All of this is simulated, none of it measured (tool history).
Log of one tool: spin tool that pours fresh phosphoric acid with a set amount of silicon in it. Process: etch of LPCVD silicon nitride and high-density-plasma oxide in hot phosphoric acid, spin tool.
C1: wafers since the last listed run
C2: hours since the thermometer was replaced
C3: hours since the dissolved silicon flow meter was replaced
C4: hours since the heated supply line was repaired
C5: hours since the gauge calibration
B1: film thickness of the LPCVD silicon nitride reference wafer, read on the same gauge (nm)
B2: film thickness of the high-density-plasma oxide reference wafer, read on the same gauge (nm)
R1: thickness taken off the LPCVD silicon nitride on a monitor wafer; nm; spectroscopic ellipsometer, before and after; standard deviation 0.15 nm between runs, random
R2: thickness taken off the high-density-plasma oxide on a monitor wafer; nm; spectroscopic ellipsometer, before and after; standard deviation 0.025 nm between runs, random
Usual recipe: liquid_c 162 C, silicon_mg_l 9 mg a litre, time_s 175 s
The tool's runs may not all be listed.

run 1 hour=0 | liquid_c=162 silicon_mg_l=9 time_s=175 | C1=0 C2=695.2 C3=1046.7 C4=1277 C5=683.7 | B1=50 B2=149.97 | R1=14.56 R2=0.8
run 2 hour=46.9 | liquid_c=162 silicon_mg_l=9 time_s=175 | C1=265 C2=742.1 C3=1093.6 C4=1323.9 C5=730.6 | B1=49.99 B2=150.003 | R1=14.61 R2=0.746
-- hour=48.9 heated supply line repaired
run 3 hour=110.3 | liquid_c=162 silicon_mg_l=9 time_s=175 | C1=352 C2=805.5 C3=1157 C4=61.4 C5=794 | B1=50.05 B2=150.01 | R1=15.17 R2=0.84
-- hour=136.7 thermometer replaced
run 4 hour=156.7 | liquid_c=162 silicon_mg_l=9 time_s=175 | C1=256 C2=20 C3=1203.4 C4=107.8 C5=840.4 | B1=50.01 B2=149.949 | R1=15.08 R2=0.841
run 5 hour=200.9 | liquid_c=162 silicon_mg_l=9 time_s=175 | C1=249 C2=64.2 C3=1247.6 C4=152 C5=884.6 | B1=49.99 B2=149.998 | R1=15.35 R2=0.877
run 6 hour=228.3 | liquid_c=162 silicon_mg_l=9 time_s=175 | C1=154 C2=91.6 C3=1275 C4=179.4 C5=912 | B1=50.02 B2=150.004 | R1=15.01 R2=0.825
run 7 hour=283.5 | liquid_c=160 silicon_mg_l=3 time_s=260 | C1=312 C2=146.8 C3=1330.2 C4=234.6 C5=967.2 | B1=50.01 B2=149.996 | R1=21.04 R2=1.159
run 8 hour=313.6 | liquid_c=164 silicon_mg_l=11 time_s=75 | C1=170 C2=176.9 C3=1360.3 C4=264.7 C5=997.3 | B1=50.02 B2=150.007 | R1=6.86 R2=0.403
run 9 hour=352.5 | liquid_c=162 silicon_mg_l=4.5 time_s=175 | C1=219 C2=215.8 C3=1399.2 C4=303.6 C5=1036.2 | B1=50.03 B2=150.044 | R1=14.73 R2=0.903
run 10 hour=376.5 | liquid_c=162 silicon_mg_l=9 time_s=175 | C1=135 C2=239.8 C3=1423.2 C4=327.6 C5=1060.2 | B1=50.03 B2=149.993 | R1=15.13 R2=0.869
run 11 hour=443.7 | liquid_c=160 silicon_mg_l=13.5 time_s=105 | C1=380 C2=307 C3=1490.4 C4=394.8 C5=1127.4 | B1=50.01 B2=150.023 | R1=8.32 R2=0.416
-- hour=467.6 dissolved silicon flow meter replaced
run 12 hour=499.1 | liquid_c=161 silicon_mg_l=6 time_s=220 | C1=307 C2=362.4 C3=31.5 C4=450.2 C5=1182.8 | B1=50.01 B2=149.972 | R1=17.78 R2=0.982
run 13 hour=536 | liquid_c=162 silicon_mg_l=2.5 time_s=205 | C1=208 C2=399.3 C3=68.4 C4=487.1 C5=1219.7 | B1=49.95 B2=150.045 | R1=17.79 R2=1.067
run 14 hour=694.2 | liquid_c=162 silicon_mg_l=14 time_s=175 | C1=894 C2=557.5 C3=226.6 C4=645.3 C5=1377.9 | B1=49.97 B2=149.96 | R1=15.13 R2=0.735
-- hour=711.6 gauge calibrated
run 15 hour=747 | liquid_c=162 silicon_mg_l=9 time_s=175 | C1=298 C2=610.3 C3=279.4 C4=698.1 C5=35.4 | B1=50.01 B2=150.049 | R1=14.64 R2=0.829
run 16 hour=780.9 | liquid_c=162 silicon_mg_l=9 time_s=175 | C1=191 C2=644.2 C3=313.3 C4=732 C5=69.3 | B1=50.03 B2=149.983 | R1=14.69 R2=0.815
run 17 hour=842.4 | liquid_c=164.5 silicon_mg_l=9 time_s=175 | C1=347 C2=705.7 C3=374.8 C4=793.5 C5=130.8 | B1=50.02 B2=149.988 | R1=15.84 R2=0.956
run 18 hour=870.1 | liquid_c=164.5 silicon_mg_l=9 time_s=175 | C1=156 C2=733.4 C3=402.5 C4=821.2 C5=158.5 | B1=50.03 B2=150.025 | R1=15.95 R2=0.954
-- hour=878.4 thermometer replaced
run 19 hour=924.2 | liquid_c=162 silicon_mg_l=3 time_s=245 | C1=300 C2=45.8 C3=456.6 C4=875.3 C5=212.6 | B1=50 B2=149.998 | R1=20.36 R2=1.284
run 20 hour=977.8 | liquid_c=162 silicon_mg_l=3.5 time_s=175 | C1=303 C2=99.4 C3=510.2 C4=928.9 C5=266.2 | B1=50 B2=150.036 | R1=14.75 R2=0.942
run 21 hour=1182.9 | liquid_c=159.5 silicon_mg_l=7 time_s=220 | C1=1159 C2=304.5 C3=715.3 C4=1134 C5=471.3 | B1=49.95 B2=149.981 | R1=17 R2=0.838
run 22 hour=1215.2 | liquid_c=160 silicon_mg_l=14 time_s=110 | C1=182 C2=336.8 C3=747.6 C4=1166.3 C5=503.6 | B1=50.01 B2=149.98 | R1=8.58 R2=0.38

Predict each of these 3 candidate next runs independently; none follows another, all start after run 22:
run A hour=1215.7 | liquid_c=162 silicon_mg_l=9 time_s=175 | C1=2 C2=337.3 C3=748.1 C4=1166.8 C5=504.1 | B1=? B2=? | R1=? R2=?
run B hour=1215.7 | liquid_c=162 silicon_mg_l=6.5 time_s=245 | C1=2 C2=337.3 C3=748.1 C4=1166.8 C5=504.1 | B1=? B2=? | R1=? R2=?
run C hour=1215.7 | liquid_c=162 silicon_mg_l=6.5 time_s=175 | C1=2 C2=337.3 C3=748.1 C4=1166.8 C5=504.1 | B1=? B2=? | R1=? R2=?

run=A B1=50.02 B2=149.999 R1=14.79 R2=0.808
run=B B1=50.02 B2=149.999 R1=20.71 R2=1.193
run=C B1=50.02 B2=149.999 R1=14.79 R2=0.852
Had the tool no hidden state, the same runs would have come out as:
run=A R1=15.47 R2=0.893
run=B R1=21.66 R2=1.318
run=C R1=15.47 R2=0.941
